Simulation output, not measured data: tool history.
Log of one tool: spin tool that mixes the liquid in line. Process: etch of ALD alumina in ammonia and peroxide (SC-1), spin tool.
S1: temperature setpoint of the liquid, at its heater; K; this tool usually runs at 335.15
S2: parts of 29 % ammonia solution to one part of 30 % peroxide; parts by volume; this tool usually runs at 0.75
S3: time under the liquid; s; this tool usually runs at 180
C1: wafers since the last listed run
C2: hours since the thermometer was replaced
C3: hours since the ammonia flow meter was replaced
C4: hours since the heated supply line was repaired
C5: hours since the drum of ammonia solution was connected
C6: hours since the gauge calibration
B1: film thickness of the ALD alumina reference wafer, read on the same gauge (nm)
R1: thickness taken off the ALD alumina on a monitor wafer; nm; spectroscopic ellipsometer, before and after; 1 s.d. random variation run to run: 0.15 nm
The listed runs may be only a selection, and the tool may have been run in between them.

Run 1, day 0: usual settings; C1 0; C2 605.3; C3 129.8; C4 131.5; C5 409.4; C6 1744; B1 70.01. Result: R1 17.78 nm.
At day 1.721: thermometer replaced.
Run 2, day 2.3: usual settings but S1 340.15 K; C1 475; C2 13.9; C3 185; C4 186.7; C5 464.6; C6 1799.2; B1 69.99. Result: R1 23.69 nm.
Run 3, day 4.425: usual settings but S1 330.65 K, S2 0.55 parts by volume, S3 275 s; C1 447; C2 64.9; C3 236; C4 237.7; C5 515.6; C6 1850.2; B1 70. Result: R1 21.86 nm.
Run 4, day 6.179: usual settings but S1 343.15 K, S2 0.6 parts by volume, S3 245 s; C1 369; C2 107; C3 278.1; C4 279.8; C5 557.7; C6 1892.3; B1 69.99. Result: R1 36.8 nm.
At day 6.504: new drum of ammonia solution connected.
Run 5, day 8.117: usual settings; C1 399; C2 153.5; C3 324.6; C4 326.3; C5 38.7; C6 1938.8; B1 70. Result: R1 18.22 nm.
Run 6, day 10.675: usual settings but S2 1 parts by volume, S3 85 s; C1 538; C2 214.9; C3 386; C4 387.7; C5 100.1; C6 2000.2; B1 69.99. Result: R1 8.97 nm.
Run 7, day 13.642: usual settings; C1 624; C2 286.1; C3 457.2; C4 458.9; C5 171.3; C6 2071.4; B1 69.97. Result: R1 18.34 nm.
Run 8, day 15.921: usual settings but S2 1 parts by volume; C1 480; C2 340.8; C3 511.9; C4 513.6; C5 226; C6 2126.1; B1 70.05. Result: R1 18.17 nm.
Run 9, day 18.271: usual settings but S1 328.15 K, S2 1.05 parts by volume, S3 100 s; C1 495; C2 397.2; C3 568.3; C4 570; C5 282.4; C6 2182.5; B1 70.02. Result: R1 7.2 nm.
Run 10, day 21.079: usual settings but S1 342.65 K; C1 591; C2 464.6; C3 635.7; C4 637.4; C5 349.8; C6 2249.9; B1 69.99. Result: R1 25.67 nm.
Run 11, day 23.175: usual settings but S2 1.1 parts by volume; C1 441; C2 514.9; C3 686; C4 687.7; C5 400.1; C6 2300.2; B1 70.02. Result: R1 18.1 nm.
Run 12, day 24.462: usual settings but S1 331.65 K, S3 215 s; C1 271; C2 545.8; C3 716.9; C4 718.6; C5 431; C6 2331.1; B1 69.99. Result: R1 17.68 nm.
At day 25.638: gauge calibrated.
Run 13, day 25.733: usual settings but S1 327.65 K, S2 1.05 parts by volume; C1 267; C2 576.3; C3 747.4; C4 749.1; C5 461.5; C6 2.3; B1 70. Result: R1 12.33 nm.
At day 27.604: thermometer replaced.
Run 14, day 27.95: usual settings but S3 100 s; C1 458; C2 8.3; C3 800.6; C4 802.3; C5 514.7; C6 55.5; B1 69.99. Result: R1 10.25 nm.
At day 28.992: new drum of ammonia solution connected.
Run 15, day 29.508: usual settings but S1 327.15 K, S2 0.85 parts by volume, S3 270 s; C1 319; C2 45.7; C3 838; C4 839.7; C5 12.4; C6 92.9; B1 70.02. Result: R1 18.51 nm.
Run 16, day 31.033: usual settings; C1 321; C2 82.3; C3 874.6; C4 876.3; C5 49; C6 129.5; B1 70.01. Result: R1 18.22 nm.
Run 17, day 32.358: usual settings but S1 339.65 K, S2 0.95 parts by volume; C1 279; C2 114.1; C3 906.4; C4 908.1; C5 80.8; C6 161.3; B1 70.01. Result: R1 23.37 nm.
Run 18, day 34.167: usual settings; C1 380; C2 157.5; C3 949.8; C4 951.5; C5 124.2; C6 204.7; B1 70. Result: R1 18.28 nm.
Run 19, day 36.721: usual settings but S1 343.15 K, S2 0.55 parts by volume; C1 538; C2 218.8; C3 1011.1; C4 1012.8; C5 185.5; C6 266; B1 69.98. Result: R1 26.04 nm.
Run 20, day 39.121: usual settings but S1 338.15 K; C1 505; C2 276.4; C3 1068.7; C4 1070.4; C5 243.1; C6 323.6; B1 70.03. Result: R1 20.97 nm.
Run 21, day 40.183: usual settings; C1 223; C2 301.9; C3 1094.2; C4 1095.9; C5 268.6; C6 349.1; B1 69.99. Result: R1 17.68 nm.
Run 22, day 41.688: usual settings but S1 329.65 K; C1 316; C2 338; C3 1130.3; C4 1132; C5 304.7; C6 385.2; B1 69.96. Result: R1 13.47 nm.
Run 23, day 47.446: usual settings but S1 340.65 K, S2 0.4 parts by volume, S3 270 s; C1 1213; C2 476.2; C3 1268.5; C4 1270.2; C5 442.9; C6 523.4; B1 69.98. Result: R1 32.59 nm.
Run 24, day 49.221: usual settings but S1 330.15 K, S2 1 parts by volume, S3 115 s; C1 373; C2 518.8; C3 1311.1; C4 1312.8; C5 485.5; C6 566; B1 70. Result: R1 9.05 nm.

5 options for the next run, each taken on its own from the tool as it stands now. Forecast them:
Run A, day 49.242: usual settings; C1 4; C2 519.3; C3 1311.6; C4 1313.3; C5 486; C6 566.5; B1 ?. Result: R1 ?.
Run B, day 49.242: usual settings but S1 343.15 K, S2 0.5 parts by volume, S3 125 s; C1 4; C2 519.3; C3 1311.6; C4 1313.3; C5 486; C6 566.5; B1 ?. Result: R1 ?.
Run C, day 49.242: usual settings but S2 0.95 parts by volume, S3 135 s; C1 4; C2 519.3; C3 1311.6; C4 1313.3; C5 486; C6 566.5; B1 ?. Result: R1 ?.
Run D, day 49.242: usual settings but S1 342.15 K, S2 1.1 parts by volume, S3 130 s; C1 4; C2 519.3; C3 1311.6; C4 1313.3; C5 486; C6 566.5; B1 ?. Result: R1 ?.
Run E, day 49.242: usual settings but S1 339.15 K, S3 265 s; C1 4; C2 519.3; C3 1311.6; C4 1313.3; C5 486; C6 566.5; B1 ?. Result: R1 ?.

run  B1     R1
  A  70  17.49
  B  70   17.4
  C  70  13.42
  D  70  18.57
  E  70   31.5
What these runs would have given with no unlogged condition in the tool:
run     R1
  A  18.68
  B  18.52
  C  14.33
  D  19.77
  E  33.58
